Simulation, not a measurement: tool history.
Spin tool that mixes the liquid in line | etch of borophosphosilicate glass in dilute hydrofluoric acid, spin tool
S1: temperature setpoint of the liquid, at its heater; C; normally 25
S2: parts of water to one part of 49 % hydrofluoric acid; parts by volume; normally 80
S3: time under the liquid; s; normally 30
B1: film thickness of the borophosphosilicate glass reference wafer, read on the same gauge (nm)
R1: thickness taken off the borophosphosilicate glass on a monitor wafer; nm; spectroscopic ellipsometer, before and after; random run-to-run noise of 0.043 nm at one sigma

{"run": 1, "hour": 0.0, "S1": 25, "S2": 80, "S3": 30, "B1": 99.96, "R1": 15.05}
{"run": 2, "hour": 7.3, "S1": 28.5, "S2": 80, "S3": 40, "B1": 99.96, "R1": 22.95}
{"run": 3, "hour": 23.5, "S1": 28.5, "S2": 80, "S3": 40, "B1": 99.96, "R1": 22.94}
{"run": 4, "hour": 33.8, "S1": 25, "S2": 80, "S3": 30, "B1": 100.03, "R1": 15.08}
{"run": 5, "hour": 43.3, "S1": 25, "S2": 80, "S3": 30, "B1": 100.04, "R1": 14.99}
{"run": 6, "hour": 55.1, "S1": 25, "S2": 80, "S3": 30, "B1": 100.02, "R1": 14.9}
{"run": 7, "hour": 61.7, "S1": 25, "S2": 80, "S3": 45, "B1": 99.98, "R1": 22.61}
{"run": 8, "hour": 69.2, "S1": 25, "S2": 80, "S3": 45, "B1": 100.01, "R1": 22.52}
{"run": 9, "hour": 75.5, "S1": 25, "S2": 65, "S3": 30, "B1": 100.01, "R1": 18.86}
{"run": 10, "hour": 90.4, "S1": 25, "S2": 65, "S3": 30, "B1": 100.04, "R1": 18.75}
{"run": 11, "hour": 96.6, "S1": 25, "S2": 80, "S3": 30, "B1": 99.99, "R1": 15.01}
{"hour": 98.5, "done": "thermometer replaced"}
{"run": 12, "hour": 113.1, "S1": 25, "S2": 110, "S3": 15, "B1": 100.02, "R1": 5.19}
{"hour": 123.6, "done": "gauge calibrated"}
{"hour": 123.8, "done": "hydrofluoric acid flow meter replaced"}
{"run": 13, "hour": 125.5, "S1": 25, "S2": 80, "S3": 30, "B1": 100.02, "R1": 16.81}
{"run": 14, "hour": 140.7, "S1": 27, "S2": 80, "S3": 25, "B1": 100.07, "R1": 15.14}
{"run": 15, "hour": 158.7, "S1": 23, "S2": 50, "S3": 45, "B1": 100.03, "R1": 38.74}
{"run": 16, "hour": 164.8, "S1": 25, "S2": 95, "S3": 30, "B1": 99.99, "R1": 13.83}
{"run": 17, "hour": 182.8, "S1": 25, "S2": 80, "S3": 20, "B1": 100.02, "R1": 11.21}
{"run": 18, "hour": 191.8, "S1": 28.5, "S2": 80, "S3": 20, "B1": 99.99, "R1": 12.73}
{"run": 19, "hour": 208.6, "S1": 20, "S2": 100, "S3": 30, "B1": 100.02, "R1": 10.69}
{"run": 20, "hour": 215.4, "S1": 25, "S2": 115, "S3": 30, "B1": 100, "R1": 11.14}

Give the tool's hidden conditions for every run:
liquid hotter than its thermometer reads (K): 0 on each run
gauge reads high (%): 0 on each run
H1: hydrofluoric acid flow below the setpoint (%)
run=1 H1=10.3
run=2 H1=10.3
run=3 H1=10.4
run=4 H1=10.4
run=5 H1=10.5
run=6 H1=10.5
run=7 H1=10.6
run=8 H1=10.6
run=9 H1=10.6
run=10 H1=10.7
run=11 H1=10.7
run=12 H1=10.8
run=13 H1=0.729
run=14 H1=0.805
run=15 H1=0.896
run=16 H1=0.926
run=17 H1=1.02
run=18 H1=1.06
run=19 H1=1.15
run=20 H1=1.18
